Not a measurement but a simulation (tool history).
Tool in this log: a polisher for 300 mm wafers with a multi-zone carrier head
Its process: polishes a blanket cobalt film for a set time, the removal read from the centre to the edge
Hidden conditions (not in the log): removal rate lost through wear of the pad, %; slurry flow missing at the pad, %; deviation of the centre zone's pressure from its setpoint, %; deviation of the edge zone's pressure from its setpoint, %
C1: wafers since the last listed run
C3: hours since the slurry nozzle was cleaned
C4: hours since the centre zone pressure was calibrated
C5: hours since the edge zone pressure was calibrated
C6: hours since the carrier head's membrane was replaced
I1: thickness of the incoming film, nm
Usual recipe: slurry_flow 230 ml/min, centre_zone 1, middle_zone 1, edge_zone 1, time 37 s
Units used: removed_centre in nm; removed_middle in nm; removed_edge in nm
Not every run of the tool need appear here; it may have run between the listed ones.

run 1 hour=0 | slurry_flow=230 centre_zone=1 middle_zone=1.04 edge_zone=1 time=40 | C1=0 wafers_polished_on_this_pad=603 C3=253.6 C4=1542.4 C5=1051.5 C6=1104.1 | I1=602.9 | removed_centre=190.7 removed_middle=201.2 removed_edge=193.2
run 2 hour=6 | slurry_flow=230 centre_zone=1 middle_zone=0.92 edge_zone=1 time=37 | C1=60 wafers_polished_on_this_pad=663 C3=259.6 C4=1548.4 C5=1057.5 C6=1110.1 | I1=605.9 | removed_centre=175.6 removed_middle=164.7 removed_edge=179.2
-- hour=11.8 slurry nozzle cleaned
-- hour=13.7 worn pad replaced by a new one
run 3 hour=15 | slurry_flow=230 centre_zone=1 middle_zone=0.92 edge_zone=1 time=37 | C1=60 wafers_polished_on_this_pad=13 C3=3.2 C4=1557.4 C5=1066.5 C6=1119.1 | I1=600.2 | removed_centre=201 removed_middle=186.7 removed_edge=204.2
-- hour=25.2 carrier head's membrane replaced by a new one
run 4 hour=26.7 | slurry_flow=230 centre_zone=1 middle_zone=1 edge_zone=1 time=37 | C1=67 wafers_polished_on_this_pad=80 C3=14.9 C4=1569.1 C5=1078.2 C6=1.5 | I1=603.3 | removed_centre=200 removed_middle=201.7 removed_edge=202.7
run 5 hour=46 | slurry_flow=230 centre_zone=1 middle_zone=1 edge_zone=1 time=37 | C1=193 wafers_polished_on_this_pad=273 C3=34.2 C4=1588.4 C5=1097.5 C6=20.8 | I1=604 | removed_centre=191.9 removed_middle=194 removed_edge=192.6
run 6 hour=63.6 | slurry_flow=175 centre_zone=1 middle_zone=0.97 edge_zone=1 time=28 | C1=176 wafers_polished_on_this_pad=449 C3=51.8 C4=1606 C5=1115.1 C6=38.4 | I1=608 | removed_centre=135.9 removed_middle=132.8 removed_edge=138.6
-- hour=73.5 centre zone pressure recalibrated
run 7 hour=75.5 | slurry_flow=230 centre_zone=1.09 middle_zone=1 edge_zone=1 time=40 | C1=99 wafers_polished_on_this_pad=548 C3=63.7 C4=2 C5=1127 C6=50.3 | I1=601.3 | removed_centre=212.8 removed_middle=200.4 removed_edge=197.5
-- hour=80.3 worn pad replaced by a new one
run 8 hour=83.2 | slurry_flow=230 centre_zone=0.89 middle_zone=1.03 edge_zone=1 time=24 | C1=37 wafers_polished_on_this_pad=28 C3=71.4 C4=9.7 C5=1134.7 C6=58 | I1=600 | removed_centre=111.7 removed_middle=129.7 removed_edge=128.1
run 9 hour=98.6 | slurry_flow=230 centre_zone=0.96 middle_zone=1.07 edge_zone=0.9 time=31 | C1=154 wafers_polished_on_this_pad=182 C3=86.8 C4=25.1 C5=1150.1 C6=73.4 | I1=603.4 | removed_centre=148.9 removed_middle=164.9 removed_edge=154.8
run 10 hour=107 | slurry_flow=230 centre_zone=1 middle_zone=0.95 edge_zone=0.93 time=37 | C1=84 wafers_polished_on_this_pad=266 C3=95.2 C4=33.5 C5=1158.5 C6=81.8 | I1=596.3 | removed_centre=182.1 removed_middle=180.7 removed_edge=182.6
run 11 hour=119.1 | slurry_flow=230 centre_zone=1 middle_zone=1 edge_zone=1 time=37 | C1=121 wafers_polished_on_this_pad=388 C3=107.3 C4=45.6 C5=1170.6 C6=93.9 | I1=602.1 | removed_centre=181 removed_middle=180.9 removed_edge=186.1

The next listed run, before its measurement:
-- hour=126.7 edge zone pressure recalibrated
run 12 hour=136.5 | slurry_flow=210 centre_zone=1 middle_zone=1.11 edge_zone=1.04 time=37 | C1=154 wafers_polished_on_this_pad=542 C3=124.7 C4=63 C5=9.8 C6=111.3 | I1=606.2 | removed_centre=? removed_middle=? removed_edge=?

{"run 12": {"removed_centre": 174.3, "removed_middle": 189.7, "removed_edge": 182.3}}
Minus the tool's unlogged condition, the same run would have read removed_centre 203.3 nm, removed_middle 220 nm, removed_edge 209.1 nm.
